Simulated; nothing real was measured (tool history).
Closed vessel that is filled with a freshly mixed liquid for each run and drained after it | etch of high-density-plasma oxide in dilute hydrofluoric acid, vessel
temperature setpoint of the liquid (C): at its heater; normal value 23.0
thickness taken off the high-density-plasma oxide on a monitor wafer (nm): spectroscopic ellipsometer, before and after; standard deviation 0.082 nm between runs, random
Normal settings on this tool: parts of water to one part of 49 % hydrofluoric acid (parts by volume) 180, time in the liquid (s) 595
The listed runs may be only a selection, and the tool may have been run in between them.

run,day,temperature setpoint of the liquid (C),parts of water to one part of 49 % hydrofluoric acid (parts by volume),time in the liquid (s),wafers since the last listed run,hours since the thermometer was replaced,hours since the hydrofluoric acid flow meter was replaced,hours since the gauge calibration,"read-back film thickness of the high-density-plasma oxide reference wafer, read on the same gauge (nm)",thickness taken off the high-density-plasma oxide on a monitor wafer (nm)
1,0.000,26.5,180,595,0,184.2,1659.9,283.9,129.99,19.75
2,2.492,26.5,180,595,3388,244.0,1719.7,343.7,130.00,19.88
3,5.271,23.0,180,860,3779,310.7,1786.4,410.4,130.00,24.95
4,7.858,23.0,180,860,3519,372.8,1848.5,472.5,129.98,25.11
5,9.312,23.0,180,860,1977,407.7,1883.4,507.4,130.02,25.29
6,11.988,23.0,160,810,3638,471.9,1947.6,571.6,130.03,27.33
# day 14.650: hydrofluoric acid flow meter replaced
7,14.912,23.0,160,810,3921,542.1,6.3,641.8,130.01,24.23
# day 15.567: gauge calibrated
8,17.596,23.0,210,595,3649,606.5,70.7,48.7,130.00,13.01
9,18.696,27.5,180,885,1496,632.9,97.1,75.1,130.02,27.38
10,20.804,27.0,180,595,2867,683.5,147.7,125.7,130.00,18.07
11,22.904,23.0,180,595,2856,733.9,198.1,176.1,129.98,15.77
# day 24.025: thermometer replaced
12,24.792,19.5,95,255,2510,18.4,243.4,221.4,129.96,12.10
13,26.079,25.0,180,845,1751,49.3,274.3,252.3,130.00,24.17
14,27.446,19.0,180,595,1858,82.1,307.1,285.1,129.99,13.65
15,29.625,23.0,180,595,2963,134.4,359.4,337.4,130.01,15.71
16,31.212,25.0,110,380,2159,172.5,397.5,375.5,129.99,19.34

Below are 4 alternative next runs, each starting from the tool's condition after run 16. Predict each:
A,31.246,23.0,155,595,45,173.3,398.3,376.3,?,?
B,31.246,18.0,90,750,45,173.3,398.3,376.3,?,?
C,31.246,24.5,120,305,45,173.3,398.3,376.3,?,?
D,31.246,27.5,100,780,45,173.3,398.3,376.3,?,?

run,"read-back film thickness of the high-density-plasma oxide reference wafer, read on the same gauge (nm)",thickness taken off the high-density-plasma oxide on a monitor wafer (nm)
A,129.98,18.90
B,129.98,35.96
C,129.98,13.80
D,129.98,48.77
Without the tool's hidden state the same runs would have given:
run,thickness taken off the high-density-plasma oxide on a monitor wafer (nm)
A,18.40
B,35.06
C,13.44
D,47.51

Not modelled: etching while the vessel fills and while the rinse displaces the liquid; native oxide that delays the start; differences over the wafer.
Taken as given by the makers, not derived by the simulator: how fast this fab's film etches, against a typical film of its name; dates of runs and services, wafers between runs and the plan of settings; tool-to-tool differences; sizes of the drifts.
